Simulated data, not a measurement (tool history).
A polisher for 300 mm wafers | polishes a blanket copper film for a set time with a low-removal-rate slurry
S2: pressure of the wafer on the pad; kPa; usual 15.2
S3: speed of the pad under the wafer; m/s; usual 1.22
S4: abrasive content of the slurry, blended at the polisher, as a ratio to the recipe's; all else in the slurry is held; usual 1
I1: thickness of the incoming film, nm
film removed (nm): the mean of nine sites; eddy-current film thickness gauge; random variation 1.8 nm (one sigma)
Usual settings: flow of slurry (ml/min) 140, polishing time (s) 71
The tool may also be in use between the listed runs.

Run 1, hour 0: usual settings but flow of slurry (ml/min) 120; I1 1536.2. Result: film removed (nm) 155.4.
At hour 13.8: worn pad replaced by a new one.
Run 2, hour 16.1: usual settings but flow of slurry (ml/min) 120; I1 1528.7. Result: film removed (nm) 169.3.
Run 3, hour 25.4: usual settings; I1 1486.3. Result: film removed (nm) 168.8.
Run 4, hour 57.6: usual settings; I1 1491.9. Result: film removed (nm) 166.8.
Run 5, hour 65.5: usual settings; I1 1498.8. Result: film removed (nm) 165.5.
At hour 80.2: slurry blender recalibrated.
At hour 91.5: head pressure recalibrated.
Run 6, hour 92: usual settings but flow of slurry (ml/min) 170; I1 1527.2. Result: film removed (nm) 164.2.
Run 7, hour 96.9: usual settings but flow of slurry (ml/min) 170; I1 1498.7. Result: film removed (nm) 161.3.
Run 8, hour 108.8: usual settings but S4 1.1; I1 1523.9. Result: film removed (nm) 153.
At hour 118.1: worn pad replaced by a new one, of another model than before.
At hour 118.4: slurry nozzle cleaned.
Run 9, hour 121: usual settings but S3 1.4 m/s, S4 0.85; I1 1492. Result: film removed (nm) 177.6.
Run 10, hour 137.4: usual settings; I1 1500.4. Result: film removed (nm) 167.9.
Run 11, hour 145.7: usual settings but S4 1.1; I1 1526.7. Result: film removed (nm) 171.4.
Run 12, hour 163.4: usual settings; I1 1507.3. Result: film removed (nm) 164.3.
Run 13, hour 180.4: usual settings but flow of slurry (ml/min) 185, S2 18.6 kPa, S3 0.82 m/s, S4 1.2; I1 1495.6. Result: film removed (nm) 151.
Run 14, hour 194.5: usual settings but flow of slurry (ml/min) 95, S2 12.4 kPa, polishing time (s) 89; I1 1493.1. Result: film removed (nm) 162.3.
At hour 206.3: worn pad replaced by a new one.
Run 15, hour 206.8: usual settings but flow of slurry (ml/min) 110, polishing time (s) 91; I1 1513.4. Result: film removed (nm) 207.9.
Run 16, hour 212.4: usual settings but S2 13.8 kPa, polishing time (s) 62; I1 1529. Result: film removed (nm) 146.6.

5 ways to go on from here, each from the tool as it stands after run 16. What would each give?
Run A, hour 212.8: usual settings but S4 0.85; I1 1492.6. Result: film removed (nm) ?.
Run B, hour 212.8: usual settings but flow of slurry (ml/min) 160; I1 1492.6. Result: film removed (nm) ?.
Run C, hour 212.8: usual settings but polishing time (s) 95; I1 1492.6. Result: film removed (nm) ?.
Run D, hour 212.8: usual settings but flow of slurry (ml/min) 95, S3 0.92 m/s, polishing time (s) 53; I1 1492.6. Result: film removed (nm) ?.
Run E, hour 212.8: usual settings but S2 20 kPa, polishing time (s) 85; I1 1492.6. Result: film removed (nm) ?.

run  film removed (nm)
  A              164.3
  B              174.2
  C              226.5
  D               94.7
  E              227.3
Without the tool's hidden state the same runs would have given:
run  film removed (nm)
  A              164.6
  B              174.5
  C              226.9
  D               94.9
  E              227.7

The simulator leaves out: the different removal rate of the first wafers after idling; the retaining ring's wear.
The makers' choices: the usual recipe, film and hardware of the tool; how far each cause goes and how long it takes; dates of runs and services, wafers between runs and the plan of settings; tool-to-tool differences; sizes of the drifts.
